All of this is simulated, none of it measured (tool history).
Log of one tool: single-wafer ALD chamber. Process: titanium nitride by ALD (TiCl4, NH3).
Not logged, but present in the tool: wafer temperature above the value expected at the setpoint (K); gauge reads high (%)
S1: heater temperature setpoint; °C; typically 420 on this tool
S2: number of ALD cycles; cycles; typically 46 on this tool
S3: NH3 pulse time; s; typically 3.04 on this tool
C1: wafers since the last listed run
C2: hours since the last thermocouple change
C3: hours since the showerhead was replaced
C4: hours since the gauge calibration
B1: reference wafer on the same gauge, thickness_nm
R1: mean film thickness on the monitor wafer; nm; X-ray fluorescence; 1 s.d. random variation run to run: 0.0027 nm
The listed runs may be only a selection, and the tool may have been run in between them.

run	hour	S1	S2	S3	C1	C2	C3	C4	B1	R1
1	0.0	420	46	3.04	0	2527.8	2386.0	937.0	1.010	1.011
2	51.0	420	46	3.04	294	2578.8	2437.0	988.0	1.009	1.010
3	123.9	420	46	3.04	421	2651.7	2509.9	1060.9	1.011	1.016
4	203.7	420	46	2.54	461	2731.5	2589.7	1140.7	1.010	1.011
5	251.5	420	46	3.04	276	2779.3	2637.5	1188.5	1.010	1.011
6	337.9	420	51	2.12	499	2865.7	2723.9	1274.9	1.010	1.112
7	389.4	420	51	2.12	297	2917.2	2775.4	1326.4	1.010	1.113
8	476.2	420	51	2.12	501	3004.0	2862.2	1413.2	1.009	1.115
9	551.2	420	46	3.43	433	3079.0	2937.2	1488.2	1.010	1.014
10	637.2	420	46	3.04	497	3165.0	3023.2	1574.2	1.011	1.010
11	711.0	420	46	3.04	426	3238.8	3097.0	1648.0	1.010	1.013
# hour 721.8: thermocouple changed; heater temperature recalibrated
12	781.5	420	46	3.04	361	59.7	3167.5	1718.5	1.010	1.010
13	859.4	420	46	3.04	450	137.6	3245.4	1796.4	1.010	1.011
# hour 883.5: gauge calibrated
14	925.7	420	46	3.04	383	203.9	3311.7	42.2	1.010	1.012
15	966.4	426	51	2.07	235	244.6	3352.4	82.9	1.009	1.111
16	1036.1	420	46	3.04	402	314.3	3422.1	152.6	1.009	1.012

The next listed run, before its measurement:
# hour 1069.6: showerhead replaced
17	1140.8	428	46	3.80	558	419.0	71.2	257.3	?	?

Run 17 came out at B1 1.009, R1 1.010 nm.
The same run, on a tool lacking any hidden state, would have yielded R1 1.010 nm.
